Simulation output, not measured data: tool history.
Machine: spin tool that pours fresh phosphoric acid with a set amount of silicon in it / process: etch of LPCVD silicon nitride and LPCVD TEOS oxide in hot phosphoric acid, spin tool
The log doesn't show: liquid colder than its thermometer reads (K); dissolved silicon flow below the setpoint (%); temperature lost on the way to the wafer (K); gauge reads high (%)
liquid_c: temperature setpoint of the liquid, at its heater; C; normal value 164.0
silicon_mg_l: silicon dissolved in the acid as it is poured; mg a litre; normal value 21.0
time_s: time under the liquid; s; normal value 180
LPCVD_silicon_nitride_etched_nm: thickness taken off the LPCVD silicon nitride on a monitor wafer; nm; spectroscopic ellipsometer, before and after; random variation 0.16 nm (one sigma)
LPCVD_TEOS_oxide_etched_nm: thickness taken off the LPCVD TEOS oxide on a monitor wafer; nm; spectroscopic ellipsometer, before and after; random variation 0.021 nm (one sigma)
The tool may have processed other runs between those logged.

run,hour,liquid_c,silicon_mg_l,time_s,wafers since the last listed run,hours since the thermometer was replaced,hours since the dissolved silicon flow meter was replaced,hours since the heated supply line was repaired,hours since the gauge calibration,"read-back film thickness of the LPCVD silicon nitride reference wafer, read on the same gauge (nm)","read-back film thickness of the LPCVD TEOS oxide reference wafer, read on the same gauge (nm)",LPCVD_silicon_nitride_etched_nm,LPCVD_TEOS_oxide_etched_nm
1,0.0,163.0,21.0,235,0,86.4,123.3,376.5,157.4,118.94,49.561,21.33,0.571
2,110.2,163.0,21.0,235,1111,196.6,233.5,486.7,267.6,118.76,49.439,21.32,0.557
3,155.8,164.0,11.0,180,459,242.2,279.1,532.3,313.2,118.66,49.452,16.86,0.588
4,201.0,164.0,11.0,180,455,287.4,324.3,577.5,358.4,118.48,49.386,16.66,0.624
5,257.8,164.0,11.0,180,572,344.2,381.1,634.3,415.2,118.28,49.299,16.87,0.613
6,473.7,164.0,21.0,180,2177,560.1,597.0,850.2,631.1,117.25,48.887,16.82,0.464
7,506.1,164.0,21.0,180,326,592.5,629.4,882.6,663.5,117.06,48.739,16.68,0.464
# hour 527.2: heated supply line repaired
8,546.0,164.0,21.0,180,392,632.4,669.3,18.8,703.4,116.77,48.643,16.52,0.497
9,597.0,164.0,21.0,180,514,683.4,720.3,69.8,754.4,116.44,48.524,16.69,0.444
10,639.6,164.0,21.0,180,429,726.0,762.9,112.4,797.0,116.20,48.438,16.39,0.437
# hour 650.4: thermometer replaced
11,706.3,164.0,21.0,180,662,55.9,829.6,179.1,863.7,115.65,48.215,16.39,0.434
12,778.2,164.0,35.5,180,725,127.8,901.5,251.0,935.6,115.11,47.927,16.60,0.269
13,821.0,161.0,15.5,235,431,170.6,944.3,293.8,978.4,114.68,47.807,19.52,0.531
14,872.8,164.0,21.0,75,522,222.4,996.1,345.6,1030.2,114.23,47.610,6.92,0.186
# hour 924.1: gauge calibrated
15,930.1,167.0,34.5,180,577,279.7,1053.4,402.9,6.0,120.74,50.321,19.28,0.375
# hour 954.1: dissolved silicon flow meter replaced
16,959.6,164.0,4.5,180,287,309.2,5.5,432.4,35.5,120.76,50.281,17.23,0.702
17,996.6,164.0,16.0,260,373,346.2,42.5,469.4,72.5,120.70,50.312,25.07,0.829
18,1030.2,164.0,28.0,180,338,379.8,76.1,503.0,106.1,120.70,50.254,17.14,0.354
19,1058.8,164.0,10.0,125,288,408.4,104.7,531.6,134.7,120.66,50.274,11.94,0.454
20,1091.4,164.0,29.0,80,328,441.0,137.3,564.2,167.3,120.64,50.256,7.64,0.161
21,1128.4,164.0,21.0,180,373,478.0,174.3,601.2,204.3,120.52,50.288,17.16,0.495
22,1195.5,164.0,21.0,180,676,545.1,241.4,668.3,271.4,120.40,50.162,17.09,0.466

For each entry between runs, how does the tool's hidden state at the last listed run before it compare with that at the first listed run after it?
Between runs 7 and 8: heated supply line repaired (hour 527.2)
  gauge reads high (%): -2.46 -> -2.67
  the result without the hidden state subtracted from the measured one, LPCVD_silicon_nitride_etched_nm: -0.43 -> -0.45 nm; LPCVD_TEOS_oxide_etched_nm: -0.011 -> -0.013 nm
Between runs 10 and 11: thermometer replaced (hour 650.4)
  gauge reads high (%): -3.2 -> -3.63
  the result without the hidden state subtracted from the measured one, LPCVD_silicon_nitride_etched_nm: -0.54 -> -0.61 nm; LPCVD_TEOS_oxide_etched_nm: -0.015 -> -0.016 nm
Between runs 14 and 15: gauge calibrated (hour 924.1)
  gauge reads high (%): -4.83 -> 0.61
  the result without the hidden state subtracted from the measured one, LPCVD_silicon_nitride_etched_nm: -0.35 -> +0.11 nm; LPCVD_TEOS_oxide_etched_nm: -0.009 -> +0.002 nm
Between runs 15 and 16: dissolved silicon flow meter replaced (hour 954.1)
  gauge reads high (%): 0.61 -> 0.605
  the result without the hidden state subtracted from the measured one, LPCVD_silicon_nitride_etched_nm: +0.11 -> +0.10 nm; LPCVD_TEOS_oxide_etched_nm: +0.002 -> +0.005 nm

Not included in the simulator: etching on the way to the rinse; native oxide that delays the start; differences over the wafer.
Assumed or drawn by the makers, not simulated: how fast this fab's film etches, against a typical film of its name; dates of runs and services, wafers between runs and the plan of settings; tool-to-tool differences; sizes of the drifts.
